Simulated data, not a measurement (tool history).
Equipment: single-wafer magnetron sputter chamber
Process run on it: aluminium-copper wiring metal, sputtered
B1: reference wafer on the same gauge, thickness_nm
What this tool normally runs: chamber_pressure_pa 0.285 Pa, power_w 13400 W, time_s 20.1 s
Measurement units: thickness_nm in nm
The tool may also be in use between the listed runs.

Run 1, hour 0.0: usual settings; B1 570.867. Result: thickness_nm 509.250 nm.
Run 2, hour 29.5: usual settings; B1 569.974. Result: thickness_nm 512.048 nm.
Run 3, hour 42.2: usual settings but chamber_pressure_pa 0.215 Pa; B1 570.056. Result: thickness_nm 536.505 nm.
At hour 76.0: sputter target and shields replaced.
Run 4, hour 76.5: usual settings but chamber_pressure_pa 0.215 Pa; B1 569.286. Result: thickness_nm 536.447 nm.
Run 5, hour 95.4: usual settings; B1 569.559. Result: thickness_nm 508.804 nm.
Run 6, hour 113.8: usual settings; B1 569.075. Result: thickness_nm 509.159 nm.
Run 7, hour 126.8: usual settings; B1 569.096. Result: thickness_nm 510.328 nm.
Run 8, hour 154.0: usual settings; B1 569.003. Result: thickness_nm 510.309 nm.
Run 9, hour 172.5: usual settings; B1 568.661. Result: thickness_nm 511.757 nm.
At hour 188.3: sputter target and shields replaced.
Run 10, hour 199.4: usual settings but chamber_pressure_pa 0.390 Pa, power_w 12500 W, time_s 22.2 s; B1 569.022. Result: thickness_nm 498.407 nm.
At hour 229.5: gauge calibrated.
Run 11, hour 232.3: usual settings but chamber_pressure_pa 0.172 Pa; B1 577.248. Result: thickness_nm 560.354 nm.
At hour 256.7: capacitance manometer re-zeroed and calibrated.
At hour 285.9: sputter target and shields replaced.
Run 12, hour 335.8: usual settings but chamber_pressure_pa 0.374 Pa; B1 572.471. Result: thickness_nm 484.453 nm.
At hour 347.0: magnet pack replaced.
Run 13, hour 351.4: usual settings; B1 571.968. Result: thickness_nm 513.464 nm.
At hour 386.5: sputter target and shields replaced.
Run 14, hour 387.0: usual settings but power_w 15500 W, time_s 16.2 s; B1 571.243. Result: thickness_nm 459.386 nm.
Run 15, hour 407.2: usual settings but chamber_pressure_pa 0.241 Pa, power_w 10700 W, time_s 22.0 s; B1 571.174. Result: thickness_nm 495.311 nm.
Run 16, hour 420.4: usual settings but chamber_pressure_pa 0.172 Pa; B1 570.762. Result: thickness_nm 552.980 nm.
Run 17, hour 437.4: usual settings but chamber_pressure_pa 0.356 Pa; B1 570.734. Result: thickness_nm 489.531 nm.
Run 18, hour 453.1: usual settings but power_w 15150 W; B1 570.539. Result: thickness_nm 564.110 nm.
At hour 491.3: sputter target and shields replaced.
Run 19, hour 491.8: usual settings; B1 570.621. Result: thickness_nm 512.032 nm.

Predict each of these 3 candidate next runs independently; none follows another, all start after run 19:
Run A, hour 492.2: usual settings; B1 ?. Result: thickness_nm ?.
Run B, hour 492.2: usual settings but chamber_pressure_pa 0.210 Pa, power_w 10700 W, time_s 17.1 s; B1 ?. Result: thickness_nm ?.
Run C, hour 492.2: usual settings but chamber_pressure_pa 0.349 Pa, power_w 12200 W, time_s 22.5 s; B1 ?. Result: thickness_nm ?.

run       B1  thickness_nm
  A  570.347       514.184
  B  570.347       393.456
  C  570.347       515.846
Stripped of hidden state, with their random variation kept, the same runs would have yielded:
run  thickness_nm
  A       519.276
  B       397.352
  C       520.955
